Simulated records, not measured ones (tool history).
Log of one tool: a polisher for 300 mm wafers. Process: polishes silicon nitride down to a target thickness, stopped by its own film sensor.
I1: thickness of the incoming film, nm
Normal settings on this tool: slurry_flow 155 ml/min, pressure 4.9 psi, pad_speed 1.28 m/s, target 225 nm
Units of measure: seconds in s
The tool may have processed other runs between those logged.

Run 1, hour 0.0: usual settings; I1 556.9. Result: seconds 124.8 s.
At hour 93.8: slurry nozzle cleaned.
Run 2, hour 94.3: usual settings; I1 553.4. Result: seconds 125.5 s.
Run 3, hour 178.1: usual settings; I1 549.3. Result: seconds 129.2 s.
At hour 313.0: head pressure recalibrated.
At hour 390.7: worn pad replaced by a new one.
Run 4, hour 479.2: usual settings but slurry_flow 190 ml/min; I1 559.0. Result: seconds 119.8 s.
Run 5, hour 558.6: usual settings but pressure 4.3 psi; I1 546.6. Result: seconds 136.6 s.
At hour 566.5: slurry nozzle cleaned.
Run 6, hour 601.3: usual settings but pressure 4.3 psi; I1 541.3. Result: seconds 133.9 s.
Run 7, hour 677.6: usual settings but pressure 4.3 psi; I1 556.2. Result: seconds 143.3 s.
Run 8, hour 725.5: usual settings; I1 543.2. Result: seconds 124.3 s.
Run 9, hour 774.2: usual settings; I1 557.0. Result: seconds 131.8 s.
At hour 843.7: head pressure recalibrated.
Run 10, hour 853.0: usual settings but pressure 3.9 psi; I1 550.5. Result: seconds 140.5 s.
At hour 883.4: worn pad replaced by a new one.
Run 11, hour 890.7: usual settings but pressure 3.9 psi; I1 549.6. Result: seconds 141.4 s.
Run 12, hour 988.9: usual settings but pressure 3.9 psi; I1 557.5. Result: seconds 147.1 s.
At hour 1035.1: slurry nozzle cleaned.
Run 13, hour 1065.5: usual settings but pad_speed 1.64 m/s; I1 546.2. Result: seconds 99.5 s.
Run 14, hour 1123.1: usual settings; I1 549.9. Result: seconds 120.7 s.
Run 15, hour 1227.7: usual settings; I1 543.9. Result: seconds 120.1 s.
Run 16, hour 1305.6: usual settings; I1 550.8. Result: seconds 125.8 s.
At hour 1361.8: head pressure recalibrated.
At hour 1379.1: worn pad replaced by a new one.
Run 17, hour 1379.6: usual settings but target 148 nm; I1 541.9. Result: seconds 143.1 s.
Run 18, hour 1428.8: usual settings but pressure 3.8 psi, pad_speed 1.14 m/s; I1 548.5. Result: seconds 156.7 s.
At hour 1463.8: slurry nozzle cleaned.
Run 19, hour 1513.7: usual settings but pad_speed 1.46 m/s; I1 552.7. Result: seconds 110.7 s.
Run 20, hour 1595.2: usual settings but slurry_flow 120 ml/min, pressure 4.1 psi, pad_speed 1.00 m/s, target 157 nm; I1 561.2. Result: seconds 222.8 s.
Run 21, hour 1682.3: usual settings; I1 560.9. Result: seconds 128.6 s.
Run 22, hour 1784.3: usual settings but slurry_flow 185 ml/min, target 172 nm; I1 558.0. Result: seconds 144.4 s.
At hour 1830.2: head pressure recalibrated.
At hour 1830.9: worn pad replaced by a new one.
Run 23, hour 1882.8: usual settings but pressure 4.0 psi; I1 539.8. Result: seconds 137.2 s.
At hour 1955.1: slurry nozzle cleaned.
Run 24, hour 1974.4: usual settings; I1 560.0. Result: seconds 126.1 s.
Run 25, hour 2015.0: usual settings; I1 542.1. Result: seconds 121.0 s.
Run 26, hour 2092.3: usual settings but pad_speed 0.96 m/s, target 335 nm; I1 551.4. Result: seconds 102.9 s.
Run 27, hour 2147.2: usual settings but pressure 6.5 psi, pad_speed 1.50 m/s, target 130 nm; I1 544.3. Result: seconds 112.3 s.
Run 28, hour 2236.1: usual settings; I1 547.0. Result: seconds 129.8 s.
At hour 2263.7: worn pad replaced by a new one.
Run 29, hour 2283.0: usual settings but pressure 4.3 psi, pad_speed 1.60 m/s; I1 559.3. Result: seconds 130.3 s.

What was the tool's hidden state at every run in the log?
removal rate lost through wear of the pad, %: 0 on each run
slurry flow missing at the pad, %: 0 on each run
H1: deviation of the head's pressure from its setpoint, %
run     H1
  1   -6.4
  2  -8.84
  3    -11
  4  -4.68
  5  -6.74
  6  -7.85
  7  -9.83
  8  -11.1
  9  -12.3
 10   1.61
 11  0.629
 12  -1.92
 13  -3.91
 14   -5.4
 15  -8.11
 16  -10.1
 17  -1.04
 18  -2.31
 19  -4.52
 20  -6.63
 21  -8.89
 22  -11.5
 23   -4.1
 24  -6.48
 25  -7.53
 26  -9.53
 27    -11
 28  -13.3
 29  -14.5
